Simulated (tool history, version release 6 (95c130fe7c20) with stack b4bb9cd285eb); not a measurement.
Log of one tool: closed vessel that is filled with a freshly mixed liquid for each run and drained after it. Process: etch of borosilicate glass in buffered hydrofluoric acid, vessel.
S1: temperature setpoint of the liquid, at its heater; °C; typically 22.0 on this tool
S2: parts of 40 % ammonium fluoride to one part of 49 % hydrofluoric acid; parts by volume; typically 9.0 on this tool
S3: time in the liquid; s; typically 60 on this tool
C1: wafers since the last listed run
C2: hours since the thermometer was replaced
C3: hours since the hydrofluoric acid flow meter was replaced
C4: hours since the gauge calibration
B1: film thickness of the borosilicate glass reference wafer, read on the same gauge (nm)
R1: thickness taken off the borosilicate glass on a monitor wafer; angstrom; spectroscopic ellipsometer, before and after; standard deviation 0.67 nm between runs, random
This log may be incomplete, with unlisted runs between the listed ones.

{"run": 1, "hour": 0.0, "S1": 22.0, "S2": 9.0, "S3": 60, "C1": 0, "C2": 1742.7, "C3": 1481.2, "C4": 199.3, "B1": 71.91, "R1": 750.0}
{"run": 2, "hour": 34.2, "S1": 22.0, "S2": 9.0, "S3": 35, "C1": 3601, "C2": 1776.9, "C3": 1515.4, "C4": 233.5, "B1": 72.07, "R1": 438.9}
{"run": 3, "hour": 93.9, "S1": 22.0, "S2": 9.0, "S3": 35, "C1": 6287, "C2": 1836.6, "C3": 1575.1, "C4": 293.2, "B1": 72.34, "R1": 438.5}
{"run": 4, "hour": 163.4, "S1": 22.0, "S2": 9.0, "S3": 60, "C1": 7319, "C2": 1906.1, "C3": 1644.6, "C4": 362.7, "B1": 72.57, "R1": 753.8}
{"run": 5, "hour": 219.7, "S1": 22.0, "S2": 9.0, "S3": 60, "C1": 5929, "C2": 1962.4, "C3": 1700.9, "C4": 419.0, "B1": 72.74, "R1": 744.7}
{"run": 6, "hour": 273.5, "S1": 22.0, "S2": 9.0, "S3": 60, "C1": 5666, "C2": 2016.2, "C3": 1754.7, "C4": 472.8, "B1": 72.88, "R1": 764.4}
{"run": 7, "hour": 408.8, "S1": 22.0, "S2": 9.0, "S3": 60, "C1": 14249, "C2": 2151.5, "C3": 1890.0, "C4": 608.1, "B1": 73.16, "R1": 762.8}
{"run": 8, "hour": 464.5, "S1": 22.0, "S2": 9.0, "S3": 60, "C1": 5866, "C2": 2207.2, "C3": 1945.7, "C4": 663.8, "B1": 73.23, "R1": 761.1}
{"run": 9, "hour": 497.2, "S1": 22.0, "S2": 6.5, "S3": 70, "C1": 3443, "C2": 2239.9, "C3": 1978.4, "C4": 696.5, "B1": 73.27, "R1": 1250.0}
{"run": 10, "hour": 525.3, "S1": 22.0, "S2": 6.5, "S3": 70, "C1": 2959, "C2": 2268.0, "C3": 2006.5, "C4": 724.6, "B1": 73.31, "R1": 1248.2}
{"run": 11, "hour": 586.9, "S1": 22.0, "S2": 6.5, "S3": 70, "C1": 6487, "C2": 2329.6, "C3": 2068.1, "C4": 786.2, "B1": 73.39, "R1": 1257.5}
{"run": 12, "hour": 641.5, "S1": 22.0, "S2": 9.0, "S3": 60, "C1": 5750, "C2": 2384.2, "C3": 2122.7, "C4": 840.8, "B1": 73.43, "R1": 766.1}
{"run": 13, "hour": 685.4, "S1": 22.0, "S2": 12.0, "S3": 60, "C1": 4623, "C2": 2428.1, "C3": 2166.6, "C4": 884.7, "B1": 73.48, "R1": 595.5}
{"hour": 704.0, "done": "hydrofluoric acid flow meter replaced"}
{"run": 14, "hour": 721.2, "S1": 25.5, "S2": 6.5, "S3": 45, "C1": 3665, "C2": 2463.9, "C3": 17.2, "C4": 920.5, "B1": 73.49, "R1": 978.3}
{"run": 15, "hour": 745.7, "S1": 22.0, "S2": 9.0, "S3": 60, "C1": 2580, "C2": 2488.4, "C3": 41.7, "C4": 945.0, "B1": 73.5, "R1": 766.9}
{"run": 16, "hour": 810.0, "S1": 22.0, "S2": 9.0, "S3": 60, "C1": 6772, "C2": 2552.7, "C3": 106.0, "C4": 1009.3, "B1": 73.54, "R1": 756.1}
{"run": 17, "hour": 849.0, "S1": 20.5, "S2": 7.0, "S3": 30, "C1": 4107, "C2": 2591.7, "C3": 145.0, "C4": 1048.3, "B1": 73.55, "R1": 466.3}
{"hour": 922.4, "done": "thermometer replaced"}
{"hour": 980.8, "done": "gauge calibrated"}
{"run": 18, "hour": 1046.6, "S1": 17.0, "S2": 12.0, "S3": 70, "C1": 20705, "C2": 124.2, "C3": 342.6, "C4": 65.8, "B1": 70.65, "R1": 515.8}
{"run": 19, "hour": 1116.1, "S1": 25.5, "S2": 9.0, "S3": 60, "C1": 7319, "C2": 193.7, "C3": 412.1, "C4": 135.3, "B1": 71.12, "R1": 888.2}
{"run": 20, "hour": 1187.5, "S1": 25.5, "S2": 5.5, "S3": 40, "C1": 7519, "C2": 265.1, "C3": 483.5, "C4": 206.7, "B1": 71.51, "R1": 965.2}
{"run": 21, "hour": 1216.0, "S1": 22.0, "S2": 9.0, "S3": 60, "C1": 3001, "C2": 293.6, "C3": 512.0, "C4": 235.2, "B1": 71.63, "R1": 749.2}
{"run": 22, "hour": 1259.7, "S1": 26.0, "S2": 11.5, "S3": 60, "C1": 4602, "C2": 337.3, "C3": 555.7, "C4": 278.9, "B1": 71.84, "R1": 742.3}

Branching from run 22: 3 alternative next runs. What would each branch give?
{"run": "A", "hour": 1260.4, "S1": 22.0, "S2": 9.0, "S3": 60, "C1": 73, "C2": 338.0, "C3": 556.4, "C4": 279.6, "B1": "?", "R1": "?"}
{"run": "B", "hour": 1260.4, "S1": 25.5, "S2": 5.5, "S3": 75, "C1": 73, "C2": 338.0, "C3": 556.4, "C4": 279.6, "B1": "?", "R1": "?"}
{"run": "C", "hour": 1260.4, "S1": 22.0, "S2": 9.0, "S3": 85, "C1": 73, "C2": 338.0, "C3": 556.4, "C4": 279.6, "B1": "?", "R1": "?"}

run=A B1=71.84 R1=755.3
run=B B1=71.84 R1=1862.2
run=C B1=71.84 R1=1070.1
The same runs, with their run-to-run variation unchanged, on a tool lacking any hidden condition would have given:
run=A R1=736.0
run=B R1=1814.5
run=C R1=1042.6
